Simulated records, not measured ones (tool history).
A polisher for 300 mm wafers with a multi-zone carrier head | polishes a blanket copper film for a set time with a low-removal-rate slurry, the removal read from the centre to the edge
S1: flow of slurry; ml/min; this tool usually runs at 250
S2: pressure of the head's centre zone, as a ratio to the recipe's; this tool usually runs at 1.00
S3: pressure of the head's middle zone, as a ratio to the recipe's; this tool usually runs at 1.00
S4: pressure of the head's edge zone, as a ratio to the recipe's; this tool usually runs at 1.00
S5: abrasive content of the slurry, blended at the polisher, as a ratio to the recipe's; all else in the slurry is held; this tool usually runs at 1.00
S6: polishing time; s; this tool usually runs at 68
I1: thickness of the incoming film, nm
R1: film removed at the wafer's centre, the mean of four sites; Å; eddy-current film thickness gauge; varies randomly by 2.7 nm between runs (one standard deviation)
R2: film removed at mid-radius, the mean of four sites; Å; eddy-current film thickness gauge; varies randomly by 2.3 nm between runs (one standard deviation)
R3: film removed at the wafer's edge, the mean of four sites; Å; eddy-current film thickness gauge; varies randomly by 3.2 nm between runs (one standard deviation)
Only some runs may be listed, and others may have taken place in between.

run   hour   S1    S2    S3    S4    S5  S6     I1    R1    R2    R3
  1    0.0  250  1.00  1.00  1.00  1.00  68  862.8  2870  2899  2987
  2   24.0  250  1.00  1.00  1.00  1.00  68  881.7  2953  2900  2949
  3   48.5  250  1.00  1.00  1.00  1.00  68  884.5  2913  2863  2943
  4   74.9  250  1.00  1.00  1.00  1.00  68  862.1  2890  2859  2920
      83.6  -- slurry nozzle cleaned
  5   98.4  250  1.00  1.00  1.00  1.00  68  855.4  3077  3017  3021
  6  120.8  195  1.11  1.00  0.95  1.00  56  878.2  2660  2382  2414
     129.3  -- worn pad replaced by a new one
  7  137.3  250  1.00  1.00  1.00  1.00  68  877.7  3038  2989  3054
  8  150.5  250  1.00  1.00  1.00  1.10  68  875.7  3073  3039  3116
  9  167.3  275  0.88  0.91  1.00  1.20  68  870.7  2752  2918  3223
 10  186.9  300  1.11  1.00  1.00  1.00  68  872.7  3464  3023  3085
     222.1  -- centre zone pressure recalibrated
 11  236.0  250  1.00  1.06  1.00  1.10  68  870.8  3066  3209  3051
     243.7  -- carrier head's membrane replaced by a new one
     253.2  -- worn pad replaced by a new one
 12  256.4  250  1.00  0.91  1.00  1.00  68  866.1  2974  2734  3022
 13  289.6  250  1.00  1.00  1.00  0.90  85  879.7  3688  3583  3674
 14  316.6  250  1.00  1.00  1.00  1.00  68  864.9  2971  2997  3076
     335.6  -- edge zone pressure recalibrated
 15  346.5  175  1.00  1.00  1.00  1.00  58  879.4  2397  2381  2489
 16  367.6  295  0.92  1.11  1.00  0.75  68  883.7  2580  3049  2830
     389.6  -- worn pad replaced by a new one
 17  390.1  250  1.00  1.00  0.90  1.00  68  865.5  3004  2912  2850
 18  413.4  250  0.89  1.00  0.95  1.15  86  853.4  3440  3851  3781
 19  445.4  250  1.00  1.00  1.00  1.00  68  883.6  2960  2972  2956
 20  463.1  250  1.00  1.04  0.91  1.00  68  869.3  2927  3041  2885
 21  477.6  300  1.11  1.00  1.00  1.00  68  865.0  3284  2951  3039
 22  495.1  205  1.00  1.10  1.09  1.00  68  868.1  2839  3067  3027

Predict each of these 3 candidate next runs independently; none follows another, all start after run 22:
  A  495.5  250  0.90  1.00  1.00  1.00  68  869.7   ?   ?   ?
  B  495.5  250  1.04  0.96  1.00  1.00  68  869.7   ?   ?   ?
  C  495.5  335  1.00  1.00  1.00  1.00  68  869.7   ?   ?   ?

run    R1    R2    R3
  A  2664  2896  2881
  B  3081  2796  2882
  C  3079  2996  2955
With the hidden condition removed and each run's random variation left untouched, the same runs would have given:
run    R1    R2    R3
  A  2789  3018  2970
  B  3226  2914  2972
  C  3191  3094  3028
